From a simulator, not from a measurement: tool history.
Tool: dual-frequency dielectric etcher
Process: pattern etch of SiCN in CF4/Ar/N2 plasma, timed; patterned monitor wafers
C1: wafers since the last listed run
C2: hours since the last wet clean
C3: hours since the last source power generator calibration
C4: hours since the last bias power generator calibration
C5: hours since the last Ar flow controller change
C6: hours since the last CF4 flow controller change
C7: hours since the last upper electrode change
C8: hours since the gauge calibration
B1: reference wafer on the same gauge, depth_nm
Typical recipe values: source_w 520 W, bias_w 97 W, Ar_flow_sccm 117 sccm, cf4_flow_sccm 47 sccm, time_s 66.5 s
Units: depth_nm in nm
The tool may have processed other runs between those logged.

Run 1, hour 0.0: usual settings; C1 0; C2 227.4; C3 2470.3; C4 1591.9; C5 1949.2; C6 1934.8; C7 5950.2; C8 69.9; B1 81.6. Result: depth_nm 72.5 nm.
Run 2, hour 21.7: usual settings but source_w 460 W; C1 253; C2 249.1; C3 2492.0; C4 1613.6; C5 1970.9; C6 1956.5; C7 5971.9; C8 91.6; B1 81.5. Result: depth_nm 64.6 nm.
Run 3, hour 40.7: usual settings but source_w 460 W; C1 222; C2 268.1; C3 2511.0; C4 1632.6; C5 1989.9; C6 1975.5; C7 5990.9; C8 110.6; B1 81.8. Result: depth_nm 64.5 nm.
Run 4, hour 59.0: usual settings; C1 214; C2 286.4; C3 2529.3; C4 1650.9; C5 2008.2; C6 1993.8; C7 6009.2; C8 128.9; B1 81.7. Result: depth_nm 73.1 nm.
At hour 73.9: gauge calibrated.
Run 5, hour 79.6: usual settings but cf4_flow_sccm 44 sccm; C1 240; C2 307.0; C3 2549.9; C4 1671.5; C5 2028.8; C6 2014.4; C7 6029.8; C8 5.7; B1 81.8. Result: depth_nm 71.5 nm.
At hour 101.8: CF4 flow controller replaced.
Run 6, hour 102.3: usual settings but Ar_flow_sccm 98 sccm; C1 195; C2 329.7; C3 2572.6; C4 1694.2; C5 2051.5; C6 0.5; C7 6052.5; C8 28.4; B1 81.4. Result: depth_nm 74.7 nm.
Run 7, hour 112.4: usual settings but Ar_flow_sccm 98 sccm; C1 118; C2 339.8; C3 2582.7; C4 1704.3; C5 2061.6; C6 10.6; C7 6062.6; C8 38.5; B1 81.7. Result: depth_nm 74.8 nm.
At hour 121.5: bias power generator calibrated.
At hour 163.9: wet clean of the chamber.
Run 8, hour 164.4: usual settings but bias_w 106 W, Ar_flow_sccm 103 sccm; C1 280; C2 0.5; C3 2634.7; C4 42.9; C5 2113.6; C6 62.6; C7 6114.6; C8 90.5; B1 81.7. Result: depth_nm 71.0 nm.
Run 9, hour 169.3: usual settings but Ar_flow_sccm 102 sccm, cf4_flow_sccm 52 sccm, time_s 73.0 s; C1 57; C2 5.4; C3 2639.6; C4 47.8; C5 2118.5; C6 67.5; C7 6119.5; C8 95.4; B1 81.7. Result: depth_nm 76.3 nm.
At hour 202.2: Ar flow controller replaced.
At hour 205.4: upper electrode replaced.
At hour 212.4: gauge calibrated.
At hour 214.7: source power generator calibrated.
At hour 227.2: wet clean of the chamber, repeated, since the last time left the tool worse.
Run 10, hour 227.7: usual settings but time_s 85.5 s; C1 383; C2 0.5; C3 13.0; C4 106.2; C5 25.5; C6 125.9; C7 22.3; C8 15.3; B1 81.7. Result: depth_nm 91.2 nm.
Run 11, hour 228.0: usual settings but source_w 470 W, Ar_flow_sccm 96 sccm, cf4_flow_sccm 56 sccm, time_s 52.0 s; C1 3; C2 0.8; C3 13.3; C4 106.5; C5 25.8; C6 126.2; C7 22.6; C8 15.6; B1 81.7. Result: depth_nm 53.1 nm.
Run 12, hour 241.1: usual settings; C1 153; C2 13.9; C3 26.4; C4 119.6; C5 38.9; C6 139.3; C7 35.7; C8 28.7; B1 81.5. Result: depth_nm 70.2 nm.
Run 13, hour 255.4: usual settings but bias_w 110 W, cf4_flow_sccm 57 sccm; C1 167; C2 28.2; C3 40.7; C4 133.9; C5 53.2; C6 153.6; C7 50.0; C8 43.0; B1 81.7. Result: depth_nm 75.8 nm.
Run 14, hour 269.3: usual settings; C1 162; C2 42.1; C3 54.6; C4 147.8; C5 67.1; C6 167.5; C7 63.9; C8 56.9; B1 81.6. Result: depth_nm 70.6 nm.

Here are 4 independent what-if runs from the current tool condition. What would each one return?
Run A, hour 269.7: usual settings but cf4_flow_sccm 54 sccm; C1 4; C2 42.5; C3 55.0; C4 148.2; C5 67.5; C6 167.9; C7 64.3; C8 57.3; B1 ?. Result: depth_nm ?.
Run B, hour 269.7: usual settings but source_w 590 W; C1 4; C2 42.5; C3 55.0; C4 148.2; C5 67.5; C6 167.9; C7 64.3; C8 57.3; B1 ?. Result: depth_nm ?.
Run C, hour 269.7: usual settings but source_w 570 W, Ar_flow_sccm 138 sccm, cf4_flow_sccm 36 sccm; C1 4; C2 42.5; C3 55.0; C4 148.2; C5 67.5; C6 167.9; C7 64.3; C8 57.3; B1 ?. Result: depth_nm ?.
Run D, hour 269.7: usual settings but cf4_flow_sccm 55 sccm; C1 4; C2 42.5; C3 55.0; C4 148.2; C5 67.5; C6 167.9; C7 64.3; C8 57.3; B1 ?. Result: depth_nm ?.

run    B1  depth_nm
  A  81.7      72.5
  B  81.7      80.2
  C  81.7      73.2
  D  81.7      72.7
Take away the tool's hidden state, keep each run's random variation, and the runs would have read:
run  depth_nm
  A      72.3
  B      80.0
  C      72.9
  D      72.4
